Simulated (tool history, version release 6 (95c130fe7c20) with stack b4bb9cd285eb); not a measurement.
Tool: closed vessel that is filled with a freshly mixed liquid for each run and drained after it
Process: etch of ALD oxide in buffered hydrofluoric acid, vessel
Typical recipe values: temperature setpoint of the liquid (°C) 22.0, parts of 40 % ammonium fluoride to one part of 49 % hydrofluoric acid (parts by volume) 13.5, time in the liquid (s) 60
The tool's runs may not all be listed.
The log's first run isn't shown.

| run | day | temperature setpoint of the liquid (°C) | parts of 40 % ammonium fluoride to one part of 49 % hydrofluoric acid (parts by volume) | time in the liquid (s) | read-back film thickness of the ALD oxide reference wafer, read on the same gauge (nm) | thickness taken off the ALD oxide on a monitor wafer (angstrom) |
|---|---|---|---|---|---|---|
| 2 | 2.883 | 22.0 | 13.5 | 60 | 99.99 | 941.9 |
| 3 | 7.271 | 19.5 | 13.5 | 70 | 100.01 | 958.4 |
| 4 | 11.758 | 19.5 | 13.5 | 70 | 99.99 | 958.7 |
| 5 | 16.042 | 19.5 | 13.5 | 70 | 100.02 | 962.3 |
| 6 | 19.038 | 24.5 | 13.5 | 75 | 99.98 | 1363.1 |
| 7 | 20.925 | 24.5 | 13.5 | 75 | 99.99 | 1357.2 |
| 8 | 24.262 | 24.5 | 13.5 | 75 | 100.01 | 1352.7 |
| 9 | 27.738 | 20.5 | 13.5 | 60 | 99.98 | 865.8 |
|  | 29.550 | gauge calibrated |
| 10 | 30.558 | 20.5 | 13.5 | 60 | 100.00 | 873.9 |
| 11 | 40.058 | 20.5 | 13.5 | 60 | 100.00 | 862.0 |
| 12 | 44.483 | 22.0 | 9.5 | 60 | 100.00 | 1305.5 |
|  | 45.321 | hydrofluoric acid flow meter replaced |
| 13 | 47.200 | 22.0 | 9.5 | 60 | 100.01 | 1321.1 |
| 14 | 48.733 | 22.0 | 15.5 | 60 | 100.01 | 837.3 |
| 15 | 52.842 | 23.5 | 12.0 | 85 | 100.01 | 1646.9 |
| 16 | 54.571 | 24.5 | 9.0 | 70 | 100.01 | 1826.4 |
| 17 | 57.346 | 22.0 | 8.5 | 50 | 99.98 | 1210.2 |
| 18 | 61.550 | 22.0 | 13.5 | 95 | 99.99 | 1524.1 |
| 19 | 65.675 | 23.5 | 9.5 | 60 | 100.01 | 1446.8 |
| 20 | 68.896 | 24.5 | 13.5 | 75 | 100.02 | 1354.1 |
|  | 70.379 | thermometer replaced |
| 21 | 75.754 | 22.0 | 13.5 | 60 | 99.98 | 946.3 |
| 22 | 79.288 | 22.0 | 10.0 | 90 | 99.99 | 1927.2 |
| 23 | 81.346 | 26.0 | 18.5 | 60 | 99.99 | 868.1 |
| 24 | 83.296 | 22.0 | 13.5 | 60 | 100.01 | 952.9 |
| 25 | 86.283 | 20.0 | 18.0 | 60 | 100.01 | 643.8 |

Forecast run 26:
| 26 | 89.292 | 22.0 | 13.5 | 60 | ? | ? |

read-back film thickness of the ALD oxide reference wafer, read on the same gauge (nm): 100.00
thickness taken off the ALD oxide on a monitor wafer (angstrom): 951.8
The same run, on a tool lacking any hidden state, would have yielded thickness taken off the ALD oxide on a monitor wafer (angstrom) 962.0.
